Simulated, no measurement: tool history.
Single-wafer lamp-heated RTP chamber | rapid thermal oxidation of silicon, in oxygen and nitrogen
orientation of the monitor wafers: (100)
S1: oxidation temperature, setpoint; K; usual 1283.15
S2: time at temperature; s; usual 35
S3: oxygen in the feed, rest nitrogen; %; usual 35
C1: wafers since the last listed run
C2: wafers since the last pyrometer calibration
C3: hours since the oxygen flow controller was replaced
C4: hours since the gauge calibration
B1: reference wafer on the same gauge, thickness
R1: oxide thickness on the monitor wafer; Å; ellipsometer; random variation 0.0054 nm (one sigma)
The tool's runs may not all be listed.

run	hour	S1	S2	S3	C1	C2	C3	C4	B1	R1
1	0.0	1261.15	35	35	0	2379	4776.7	356.9	3.400	32.29
2	15.8	1261.15	35	35	76	2455	4792.5	372.7	3.400	32.34
3	31.2	1283.15	35	35	74	2530	4807.9	388.1	3.399	36.72
4	40.3	1283.15	35	35	43	2574	4817.0	397.2	3.398	36.56
5	50.7	1283.15	35	35	50	2624	4827.4	407.6	3.397	36.68
6	68.7	1283.15	35	35	86	2711	4845.4	425.6	3.400	36.65
7	79.0	1283.15	35	35	49	2760	4855.7	435.9	3.401	36.80
8	91.7	1290.15	35	42	61	2822	4868.4	448.6	3.404	40.51
9	98.7	1290.15	35	42	33	2856	4875.4	455.6	3.401	40.56
10	105.7	1292.15	35	35	33	2889	4882.4	462.6	3.400	38.80
11	117.3	1292.15	35	35	56	2945	4894.0	474.2	3.401	38.93
12	130.9	1283.15	48	35	65	3011	4907.6	487.8	3.401	41.68
# hour 139.4: oxygen flow controller replaced
13	145.8	1283.15	48	35	33	3044	6.4	502.7	3.399	41.65
14	151.9	1283.15	35	35	29	3074	12.5	508.8	3.401	36.93
15	164.9	1283.15	35	35	62	3137	25.5	521.8	3.400	37.00
16	176.7	1254.15	35	35	56	3194	37.3	533.6	3.399	31.36
17	183.7	1283.15	23	17	33	3227	44.3	540.6	3.397	27.25
18	191.1	1300.15	18	35	35	3263	51.7	548.0	3.400	32.23
19	200.6	1307.15	23	35	45	3309	61.2	557.5	3.398	36.55
# hour 204.5: gauge calibrated
20	212.6	1293.15	26	53	57	3367	73.2	8.1	3.398	39.92
21	222.7	1262.15	23	43	48	3416	83.3	18.2	3.400	30.10
22	239.5	1263.15	24	35	81	3497	100.1	35.0	3.398	29.28
# hour 250.0: pyrometer window cleaned and pyrometer calibrated
23	252.3	1254.15	26	50	23	11	112.9	47.8	3.399	30.48
24	263.6	1283.15	35	35	54	65	124.2	59.1	3.400	36.31
25	280.5	1275.15	40	35	81	147	141.1	76.0	3.400	36.26
26	290.4	1261.15	35	17	47	195	151.0	85.9	3.399	27.50
27	298.0	1283.15	35	24	36	231	158.6	93.5	3.401	32.79
28	306.8	1283.15	35	49	42	274	167.4	102.3	3.401	40.03
29	318.9	1310.15	19	35	58	332	179.5	114.4	3.400	34.10
30	331.9	1283.15	35	35	62	395	192.5	127.4	3.401	36.30
31	346.8	1303.15	25	17	71	467	207.4	142.3	3.403	29.89
32	355.6	1283.15	35	35	42	509	216.2	151.1	3.397	36.30
33	367.0	1313.15	46	35	55	565	227.6	162.5	3.400	48.89
34	377.3	1283.15	49	62	49	614	237.9	172.8	3.402	49.81
35	393.5	1300.15	35	35	78	692	254.1	189.0	3.401	40.30
36	402.8	1307.15	23	35	44	737	263.4	198.3	3.402	35.79
37	416.6	1261.15	35	35	66	804	277.2	212.1	3.399	32.02

Forecast each of these 5 alternatives for the next run:
A	417.1	1283.15	35	17	2	806	277.7	212.6	?	?
B	417.1	1261.15	51	35	2	806	277.7	212.6	?	?
C	417.1	1296.15	19	35	2	806	277.7	212.6	?	?
D	417.1	1283.15	35	50	2	806	277.7	212.6	?	?
E	417.1	1305.15	30	19	2	806	277.7	212.6	?	?

run	B1	R1
A	3.401	30.22
B	3.401	36.52
C	3.401	31.59
D	3.401	40.36
E	3.401	32.91
Without the tool's hidden state the same runs would have given:
run	R1
A	30.17
B	36.45
C	31.53
D	40.27
E	32.85
